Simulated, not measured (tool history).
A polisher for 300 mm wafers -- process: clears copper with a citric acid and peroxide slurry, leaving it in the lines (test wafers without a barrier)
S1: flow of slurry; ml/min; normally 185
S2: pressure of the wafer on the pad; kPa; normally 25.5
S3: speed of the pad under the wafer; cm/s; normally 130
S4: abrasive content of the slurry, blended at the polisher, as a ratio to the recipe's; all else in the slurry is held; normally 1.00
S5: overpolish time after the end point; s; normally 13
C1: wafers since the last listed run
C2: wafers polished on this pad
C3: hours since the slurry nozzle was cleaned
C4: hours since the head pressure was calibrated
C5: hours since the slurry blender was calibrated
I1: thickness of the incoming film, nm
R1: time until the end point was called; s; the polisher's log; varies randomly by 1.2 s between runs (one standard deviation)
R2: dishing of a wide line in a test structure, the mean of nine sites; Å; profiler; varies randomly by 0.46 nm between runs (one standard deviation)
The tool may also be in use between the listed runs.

run 1 hour=0.0 | S1=185 S2=25.5 S3=130 S4=1.00 S5=13 | C1=0 C2=3122 C3=548.5 C4=464.6 C5=165.7 | I1=357.2 | R1=103.9 R2=212
run 2 hour=53.5 | S1=225 S2=25.5 S3=130 S4=0.85 S5=13 | C1=272 C2=3395 C3=602.0 C4=518.1 C5=219.2 | I1=364.7 | R1=109.1 R2=207
-- hour=105.4 worn pad replaced by a new one, of another model than before
run 3 hour=136.9 | S1=225 S2=25.5 S3=130 S4=0.85 S5=13 | C1=404 C2=160 C3=685.4 C4=601.5 C5=302.6 | I1=354.5 | R1=108.3 R2=209
-- hour=154.6 slurry nozzle cleaned
run 4 hour=209.8 | S1=185 S2=22.8 S3=130 S4=0.85 S5=13 | C1=366 C2=526 C3=55.2 C4=674.4 C5=375.5 | I1=363.7 | R1=123.0 R2=191
run 5 hour=246.2 | S1=185 S2=25.5 S3=130 S4=1.15 S5=13 | C1=185 C2=711 C3=91.6 C4=710.8 C5=411.9 | I1=354.4 | R1=103.5 R2=215
run 6 hour=284.4 | S1=185 S2=25.5 S3=130 S4=1.15 S5=13 | C1=194 C2=906 C3=129.8 C4=749.0 C5=450.1 | I1=359.8 | R1=104.9 R2=210
run 7 hour=365.5 | S1=185 S2=25.5 S3=116 S4=1.00 S5=13 | C1=412 C2=1319 C3=210.9 C4=830.1 C5=531.2 | I1=364.0 | R1=120.1 R2=195
-- hour=436.3 slurry blender recalibrated
run 8 hour=455.9 | S1=185 S2=19.3 S3=130 S4=1.00 S5=21 | C1=450 C2=1769 C3=301.3 C4=920.5 C5=19.6 | I1=362.1 | R1=124.6 R2=240
-- hour=475.2 head pressure recalibrated
run 9 hour=554.8 | S1=185 S2=28.3 S3=168 S4=0.80 S5=9 | C1=493 C2=2262 C3=400.2 C4=79.6 C5=118.5 | I1=357.6 | R1=84.1 R2=196
run 10 hour=657.1 | S1=185 S2=28.3 S3=164 S4=1.25 S5=13 | C1=520 C2=2783 C3=502.5 C4=181.9 C5=220.8 | I1=356.9 | R1=79.0 R2=237
run 11 hour=740.9 | S1=185 S2=25.5 S3=130 S4=1.00 S5=13 | C1=426 C2=3209 C3=586.3 C4=265.7 C5=304.6 | I1=354.6 | R1=105.1 R2=204
run 12 hour=815.5 | S1=170 S2=25.5 S3=150 S4=1.20 S5=13 | C1=379 C2=3589 C3=660.9 C4=340.3 C5=379.2 | I1=361.0 | R1=95.3 R2=217
-- hour=843.8 worn pad replaced by a new one
run 13 hour=876.7 | S1=185 S2=25.5 S3=130 S4=1.00 S5=13 | C1=291 C2=167 C3=722.1 C4=401.5 C5=440.4 | I1=363.2 | R1=110.7 R2=210
-- hour=891.5 slurry nozzle cleaned
run 14 hour=939.3 | S1=185 S2=28.3 S3=130 S4=1.00 S5=13 | C1=313 C2=481 C3=47.8 C4=464.1 C5=503.0 | I1=360.5 | R1=101.0 R2=211
run 15 hour=1039.3 | S1=185 S2=25.5 S3=130 S4=1.00 S5=13 | C1=509 C2=990 C3=147.8 C4=564.1 C5=603.0 | I1=359.9 | R1=111.0 R2=201
run 16 hour=1075.6 | S1=185 S2=25.5 S3=130 S4=1.00 S5=13 | C1=184 C2=1174 C3=184.1 C4=600.4 C5=639.3 | I1=358.3 | R1=106.9 R2=209
run 17 hour=1137.3 | S1=155 S2=27.6 S3=88 S4=1.25 S5=13 | C1=314 C2=1488 C3=245.8 C4=662.1 C5=701.0 | I1=358.7 | R1=132.8 R2=188
run 18 hour=1211.4 | S1=185 S2=25.5 S3=130 S4=1.00 S5=13 | C1=377 C2=1866 C3=319.9 C4=736.2 C5=775.1 | I1=358.0 | R1=108.3 R2=201
-- hour=1229.4 slurry blender recalibrated
run 19 hour=1260.8 | S1=185 S2=25.5 S3=100 S4=1.00 S5=13 | C1=241 C2=2107 C3=369.3 C4=785.6 C5=31.4 | I1=362.4 | R1=122.1 R2=192
run 20 hour=1356.0 | S1=130 S2=29.6 S3=88 S4=1.00 S5=9 | C1=484 C2=2592 C3=464.5 C4=880.8 C5=126.6 | I1=360.0 | R1=126.3 R2=156
-- hour=1405.9 head pressure recalibrated
run 21 hour=1433.6 | S1=185 S2=25.5 S3=130 S4=1.10 S5=8 | C1=384 C2=2976 C3=542.1 C4=27.7 C5=204.2 | I1=357.7 | R1=103.9 R2=161
run 22 hour=1477.6 | S1=185 S2=25.5 S3=130 S4=0.90 S5=20 | C1=223 C2=3200 C3=586.1 C4=71.7 C5=248.2 | I1=354.0 | R1=106.3 R2=252
-- hour=1557.1 worn pad replaced by a new one
run 23 hour=1559.9 | S1=155 S2=17.9 S3=130 S4=1.00 S5=6 | C1=398 C2=14 C3=668.4 C4=154.0 C5=330.5 | I1=361.5 | R1=138.2 R2=107
-- hour=1639.5 slurry nozzle cleaned
run 24 hour=1657.1 | S1=185 S2=25.5 S3=130 S4=1.00 S5=6 | C1=489 C2=504 C3=17.6 C4=251.2 C5=427.7 | I1=360.1 | R1=108.5 R2=130
run 25 hour=1713.1 | S1=120 S2=25.5 S3=166 S4=1.00 S5=15 | C1=285 C2=789 C3=73.6 C4=307.2 C5=483.7 | I1=358.8 | R1=93.7 R2=243
-- hour=1876.4 slurry blender recalibrated
run 26 hour=1943.2 | S1=135 S2=17.2 S3=130 S4=0.85 S5=13 | C1=1161 C2=1950 C3=303.7 C4=537.3 C5=66.8 | I1=356.5 | R1=140.2 R2=178
run 27 hour=2183.0 | S1=185 S2=25.5 S3=130 S4=1.30 S5=17 | C1=1220 C2=3171 C3=543.5 C4=777.1 C5=306.6 | I1=352.4 | R1=101.5 R2=239
run 28 hour=2238.6 | S1=185 S2=22.8 S3=130 S4=0.80 S5=13 | C1=283 C2=3454 C3=599.1 C4=832.7 C5=362.2 | I1=360.0 | R1=124.6 R2=199

Some steps in R1, run to run, broken into two amounts with sign: the step expected even without the hidden condition (settings, incoming material, random variation), and the rest, left for the hidden condition together with whatever gauge scatter is not in both the measured and the hidden-condition-free result:
Hidden conditions of the tool in this case: removal rate lost through wear of the pad, %; slurry flow missing at the pad, %; deviation of the head's pressure from its setpoint, %; abrasive missing from the slurry, %.
Run 7 -> 8: S2 25.5 -> 19.3, S3 116 -> 130, S5 13 -> 21, slurry blender recalibrated. R1 +4.5 s: hidden state -7.5, all else +12.0.
Run 8 -> 9: S2 19.3 -> 28.3, S3 130 -> 168, S4 1.00 -> 0.80, S5 21 -> 9, head pressure recalibrated. R1 -40.5 s: hidden state +1.5, all else -42.0.
Run 18 -> 19: S3 130 -> 100, slurry blender recalibrated. R1 +13.8 s: hidden state -7.6, all else +21.4.
Run 25 -> 26: S1 120 -> 135, S2 25.5 -> 17.2, S3 166 -> 130, S4 1.00 -> 0.85, S5 15 -> 13, slurry blender recalibrated. R1 +46.5 s: hidden state -2.7, all else +49.2.
